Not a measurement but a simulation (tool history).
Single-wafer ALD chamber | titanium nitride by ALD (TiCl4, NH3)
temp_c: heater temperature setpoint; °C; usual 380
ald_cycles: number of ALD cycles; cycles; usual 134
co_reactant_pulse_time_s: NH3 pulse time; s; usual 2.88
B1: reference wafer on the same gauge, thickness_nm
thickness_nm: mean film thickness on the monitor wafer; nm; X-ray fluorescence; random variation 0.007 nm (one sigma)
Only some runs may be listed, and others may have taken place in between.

{"run": 1, "hour": 0.0, "temp_c": 380, "ald_cycles": 134, "co_reactant_pulse_time_s": 2.88, "B1": 2.802, "thickness_nm": 2.818}
{"run": 2, "hour": 6.7, "temp_c": 375, "ald_cycles": 134, "co_reactant_pulse_time_s": 2.88, "B1": 2.808, "thickness_nm": 2.799}
{"run": 3, "hour": 19.5, "temp_c": 375, "ald_cycles": 134, "co_reactant_pulse_time_s": 2.88, "B1": 2.805, "thickness_nm": 2.806}
{"run": 4, "hour": 33.7, "temp_c": 375, "ald_cycles": 134, "co_reactant_pulse_time_s": 2.88, "B1": 2.806, "thickness_nm": 2.798}
{"run": 5, "hour": 45.3, "temp_c": 380, "ald_cycles": 116, "co_reactant_pulse_time_s": 2.88, "B1": 2.81, "thickness_nm": 2.444}
{"run": 6, "hour": 56.1, "temp_c": 380, "ald_cycles": 116, "co_reactant_pulse_time_s": 2.88, "B1": 2.81, "thickness_nm": 2.44}
{"run": 7, "hour": 73.1, "temp_c": 380, "ald_cycles": 134, "co_reactant_pulse_time_s": 2.57, "B1": 2.806, "thickness_nm": 2.812}
{"run": 8, "hour": 88.6, "temp_c": 380, "ald_cycles": 134, "co_reactant_pulse_time_s": 2.57, "B1": 2.812, "thickness_nm": 2.802}
{"run": 9, "hour": 106.2, "temp_c": 380, "ald_cycles": 134, "co_reactant_pulse_time_s": 2.29, "B1": 2.811, "thickness_nm": 2.782}
{"run": 10, "hour": 120.2, "temp_c": 380, "ald_cycles": 134, "co_reactant_pulse_time_s": 2.29, "B1": 2.813, "thickness_nm": 2.787}
{"run": 11, "hour": 127.4, "temp_c": 380, "ald_cycles": 134, "co_reactant_pulse_time_s": 2.29, "B1": 2.815, "thickness_nm": 2.787}
{"run": 12, "hour": 145.1, "temp_c": 387, "ald_cycles": 119, "co_reactant_pulse_time_s": 2.88, "B1": 2.813, "thickness_nm": 2.522}
{"run": 13, "hour": 153.7, "temp_c": 387, "ald_cycles": 119, "co_reactant_pulse_time_s": 2.88, "B1": 2.816, "thickness_nm": 2.518}
{"run": 14, "hour": 165.9, "temp_c": 387, "ald_cycles": 119, "co_reactant_pulse_time_s": 2.88, "B1": 2.819, "thickness_nm": 2.524}
{"run": 15, "hour": 180.3, "temp_c": 380, "ald_cycles": 134, "co_reactant_pulse_time_s": 3.47, "B1": 2.82, "thickness_nm": 2.847}
{"run": 16, "hour": 196.2, "temp_c": 380, "ald_cycles": 134, "co_reactant_pulse_time_s": 2.88, "B1": 2.82, "thickness_nm": 2.832}
{"run": 17, "hour": 209.7, "temp_c": 394, "ald_cycles": 154, "co_reactant_pulse_time_s": 2.88, "B1": 2.822, "thickness_nm": 3.291}
{"hour": 229.0, "done": "showerhead replaced"}
{"run": 18, "hour": 229.5, "temp_c": 374, "ald_cycles": 150, "co_reactant_pulse_time_s": 2.48, "B1": 2.824, "thickness_nm": 3.112}
{"run": 19, "hour": 234.0, "temp_c": 369, "ald_cycles": 134, "co_reactant_pulse_time_s": 2.88, "B1": 2.828, "thickness_nm": 2.797}
{"hour": 242.4, "done": "gauge calibrated"}
{"hour": 251.5, "done": "thermocouple changed; heater temperature recalibrated"}
{"run": 20, "hour": 252.0, "temp_c": 368, "ald_cycles": 152, "co_reactant_pulse_time_s": 3.59, "B1": 2.802, "thickness_nm": 3.184}
{"run": 21, "hour": 290.4, "temp_c": 380, "ald_cycles": 134, "co_reactant_pulse_time_s": 2.88, "B1": 2.8, "thickness_nm": 2.801}
{"run": 22, "hour": 298.2, "temp_c": 375, "ald_cycles": 134, "co_reactant_pulse_time_s": 2.88, "B1": 2.802, "thickness_nm": 2.812}
{"run": 23, "hour": 306.6, "temp_c": 389, "ald_cycles": 142, "co_reactant_pulse_time_s": 3.85, "B1": 2.802, "thickness_nm": 3.035}
{"run": 24, "hour": 324.0, "temp_c": 380, "ald_cycles": 151, "co_reactant_pulse_time_s": 2.88, "B1": 2.801, "thickness_nm": 3.168}
{"run": 25, "hour": 332.9, "temp_c": 380, "ald_cycles": 134, "co_reactant_pulse_time_s": 2.88, "B1": 2.805, "thickness_nm": 2.816}
{"run": 26, "hour": 353.7, "temp_c": 380, "ald_cycles": 134, "co_reactant_pulse_time_s": 3.59, "B1": 2.805, "thickness_nm": 2.845}
{"run": 27, "hour": 370.9, "temp_c": 390, "ald_cycles": 134, "co_reactant_pulse_time_s": 2.88, "B1": 2.807, "thickness_nm": 2.834}
{"run": 28, "hour": 380.3, "temp_c": 375, "ald_cycles": 134, "co_reactant_pulse_time_s": 2.88, "B1": 2.805, "thickness_nm": 2.811}
{"run": 29, "hour": 389.0, "temp_c": 367, "ald_cycles": 115, "co_reactant_pulse_time_s": 2.06, "B1": 2.806, "thickness_nm": 2.32}

5 ways to go on from here, each from the tool as it stands after run 29. What would each give?
{"run": "A", "hour": 389.7, "temp_c": 380, "ald_cycles": 134, "co_reactant_pulse_time_s": 2.88, "B1": "?", "thickness_nm": "?"}
{"run": "B", "hour": 389.7, "temp_c": 380, "ald_cycles": 150, "co_reactant_pulse_time_s": 3.63, "B1": "?", "thickness_nm": "?"}
{"run": "C", "hour": 389.7, "temp_c": 367, "ald_cycles": 124, "co_reactant_pulse_time_s": 2.88, "B1": "?", "thickness_nm": "?"}
{"run": "D", "hour": 389.7, "temp_c": 395, "ald_cycles": 115, "co_reactant_pulse_time_s": 2.88, "B1": "?", "thickness_nm": "?"}
{"run": "E", "hour": 389.7, "temp_c": 387, "ald_cycles": 156, "co_reactant_pulse_time_s": 3.95, "B1": "?", "thickness_nm": "?"}

run=A B1=2.804 thickness_nm=2.826
run=B B1=2.804 thickness_nm=3.198
run=C B1=2.804 thickness_nm=2.571
run=D B1=2.804 thickness_nm=2.452
run=E B1=2.804 thickness_nm=3.347
With the hidden condition removed and each run's random variation left untouched, the same runs would have given:
run=A thickness_nm=2.821
run=B thickness_nm=3.192
run=C thickness_nm=2.566
run=D thickness_nm=2.447
run=E thickness_nm=3.341
